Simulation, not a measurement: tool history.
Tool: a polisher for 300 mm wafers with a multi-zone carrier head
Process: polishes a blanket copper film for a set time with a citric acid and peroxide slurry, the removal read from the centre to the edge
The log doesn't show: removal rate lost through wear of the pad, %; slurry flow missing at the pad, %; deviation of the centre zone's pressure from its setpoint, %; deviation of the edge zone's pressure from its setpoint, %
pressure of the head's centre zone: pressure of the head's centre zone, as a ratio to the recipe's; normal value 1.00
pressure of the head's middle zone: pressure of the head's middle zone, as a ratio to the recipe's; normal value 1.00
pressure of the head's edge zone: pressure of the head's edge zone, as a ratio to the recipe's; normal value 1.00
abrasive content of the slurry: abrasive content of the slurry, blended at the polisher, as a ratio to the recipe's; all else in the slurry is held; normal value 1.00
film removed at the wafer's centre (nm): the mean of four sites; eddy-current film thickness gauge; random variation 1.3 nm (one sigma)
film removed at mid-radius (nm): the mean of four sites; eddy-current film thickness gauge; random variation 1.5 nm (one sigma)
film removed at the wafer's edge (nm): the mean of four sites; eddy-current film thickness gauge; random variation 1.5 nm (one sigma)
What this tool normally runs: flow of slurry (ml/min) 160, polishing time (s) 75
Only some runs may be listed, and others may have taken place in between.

run    hour  flow of slurry (ml/min)  pressure of the head's centre zone  pressure of the head's middle zone  pressure of the head's edge zone  abrasive content of the slurry  polishing time (s)  wafers since the last listed run  wafers polished on this pad  hours since the slurry nozzle was cleaned  hours since the centre zone pressure was calibrated  hours since the edge zone pressure was calibrated  hours since the carrier head's membrane was replaced  incoming thickness of the incoming film, nm  film removed at the wafer's centre (nm)  film removed at mid-radius (nm)  film removed at the wafer's edge (nm)
  1     0.0                      160                                1.00                                1.00                              1.00                            1.00                  75                                 0                         2022                                      273.3                                                920.0                                              482.0                                                 380.5                                        578.8                                    146.9                            160.6                                  163.2
  2    47.7                      160                                1.00                                1.00                              1.00                            1.00                  88                               467                         2490                                      321.0                                                967.7                                              529.7                                                 428.2                                        569.8                                    171.7                            186.2                                  191.4
  3    78.3                      160                                1.00                                0.92                              1.00                            1.00                  75                               299                         2789                                      351.6                                                998.3                                              560.3                                                 458.8                                        571.2                                    147.4                            150.7                                  164.8
  4   108.3                      160                                1.03                                1.00                              1.00                            1.00                  75                               294                         3084                                      381.6                                               1028.3                                              590.3                                                 488.8                                        573.2                                    150.7                            158.9                                  163.3
      116.9  -- edge zone pressure recalibrated
  5   140.1                      160                                1.00                                1.11                              0.96                            1.00                  75                               292                         3376                                      413.4                                               1060.1                                               23.2                                                 520.6                                        564.3                                    146.4                            172.0                                  159.8
  6   168.9                      160                                1.00                                1.00                              1.00                            1.00                  75                               282                         3658                                      442.2                                               1088.9                                               52.0                                                 549.4                                        558.2                                    147.5                            159.5                                  166.7
  7   228.6                      160                                1.04                                1.00                              1.00                            1.15                  75                               585                         4243                                      501.9                                               1148.6                                              111.7                                                 609.1                                        569.1                                    154.9                            166.0                                  168.4
      235.8  -- slurry nozzle cleaned
      237.6  -- worn pad replaced by a new one
      299.7  -- centre zone pressure recalibrated
      395.2  -- carrier head's membrane replaced by a new one
  8   410.1                      195                                1.00                                1.00                              1.09                            1.30                  64                              1683                         1622                                      174.3                                                110.4                                              293.2                                                  14.9                                        577.2                                    147.9                            149.2                                  158.1
  9   476.7                      190                                0.91                                1.00                              1.00                            1.00                  75                               652                         2275                                      240.9                                                177.0                                              359.8                                                  81.5                                        570.6                                    148.3                            167.9                                  168.0
 10   515.2                      160                                1.00                                1.09                              0.93                            1.25                  87                               377                         2652                                      279.4                                                215.5                                              398.3                                                 120.0                                        563.9                                    190.0                            205.0                                  192.8
 11   569.8                      160                                1.00                                0.96                              0.89                            1.00                  75                               535                         3187                                      334.0                                                270.1                                              452.9                                                 174.6                                        563.4                                    154.4                            156.7                                  154.7
      580.5  -- edge zone pressure recalibrated
 12   612.4                      140                                1.00                                1.00                              1.00                            1.00                  75                               397                         3585                                      376.6                                                312.7                                               31.9                                                 217.2                                        566.3                                    148.9                            156.4                                  162.8
 13   668.1                      160                                1.03                                1.00                              1.00                            1.00                  75                               545                         4131                                      432.3                                                368.4                                               87.6                                                 272.9                                        576.7                                    158.5                            160.3                                  164.3
 14   719.4                      160                                1.04                                1.00                              1.00                            1.00                  75                               502                         4634                                      483.6                                                419.7                                              138.9                                                 324.2                                        569.8                                    156.9                            159.9                                  165.7
      736.7  -- slurry nozzle cleaned
      752.3  -- worn pad replaced by a new one
 15   767.2                      160                                0.94                                1.06                              1.00                            1.00                  75                               419                          145                                       30.5                                                467.5                                              186.7                                                 372.0                                        580.3                                    143.1                            166.6                                  165.6
 16   971.3                      160                                1.00                                1.00                              1.00                            1.00                  51                              2000                         2146                                      234.6                                                671.6                                              390.8                                                 576.1                                        558.0                                    102.4                            107.2                                  112.1
 17  1029.5                      160                                1.00                                1.00                              0.92                            1.00                  75                               570                         2716                                      292.8                                                729.8                                              449.0                                                 634.3                                        583.1                                    149.9                            160.8                                  158.0
 18  1069.7                      160                                1.09                                1.11                              0.90                            1.00                  60                               394                         3110                                      333.0                                                770.0                                              489.2                                                 674.5                                        573.4                                    128.7                            138.2                                  124.3
     1168.1  -- carrier head's membrane replaced by a new one
     1181.8  -- worn pad replaced by a new one
     1197.3  -- slurry nozzle cleaned
     1198.8  -- edge zone pressure recalibrated
 19  1238.2                      160                                1.00                                1.00                              1.00                            1.00                  75                              1538                          528                                       40.9                                                938.5                                               39.4                                                  70.1                                        566.7                                    147.1                            160.6                                  164.5
 20  1309.6                      160                                1.00                                1.00                              1.00                            1.00                  75                               699                         1228                                      112.3                                               1009.9                                              110.8                                                 141.5                                        562.3                                    148.8                            162.4                                  163.5

Take each entry between the runs: how does the hidden state at the last listed run before it differ from the hidden state at the first listed run after it?
Between runs 4 and 5: edge zone pressure recalibrated (hour 116.9)
  deviation of the centre zone's pressure from its setpoint, %: -9.27 -> -9.34
  measured value less the no-hidden-state value, film removed at the wafer's centre (nm): -14.4 -> -14.2
Between runs 7 and 8: slurry nozzle cleaned (hour 235.8); worn pad replaced by a new one (hour 237.6); centre zone pressure recalibrated (hour 299.7); carrier head's membrane replaced by a new one (hour 395.2)
  deviation of the centre zone's pressure from its setpoint, %: -9.51 -> -1.85
  measured value less the no-hidden-state value, film removed at the wafer's centre (nm): -15.2 -> -2.6
Between runs 11 and 12: edge zone pressure recalibrated (hour 580.5)
  deviation of the centre zone's pressure from its setpoint, %: -3.98 -> -4.44
  measured value less the no-hidden-state value, film removed at the wafer's centre (nm): -6.0 -> -6.5
Between runs 14 and 15: slurry nozzle cleaned (hour 736.7); worn pad replaced by a new one (hour 752.3)
  deviation of the centre zone's pressure from its setpoint, %: -5.42 -> -5.79
  measured value less the no-hidden-state value, film removed at the wafer's centre (nm): -8.5 -> -8.3
Between runs 18 and 19: carrier head's membrane replaced by a new one (hour 1168.1); worn pad replaced by a new one (hour 1181.8); slurry nozzle cleaned (hour 1197.3); edge zone pressure recalibrated (hour 1198.8)
  deviation of the centre zone's pressure from its setpoint, %: -7.44 -> -7.99
  measured value less the no-hidden-state value, film removed at the wafer's centre (nm): -9.7 -> -11.9

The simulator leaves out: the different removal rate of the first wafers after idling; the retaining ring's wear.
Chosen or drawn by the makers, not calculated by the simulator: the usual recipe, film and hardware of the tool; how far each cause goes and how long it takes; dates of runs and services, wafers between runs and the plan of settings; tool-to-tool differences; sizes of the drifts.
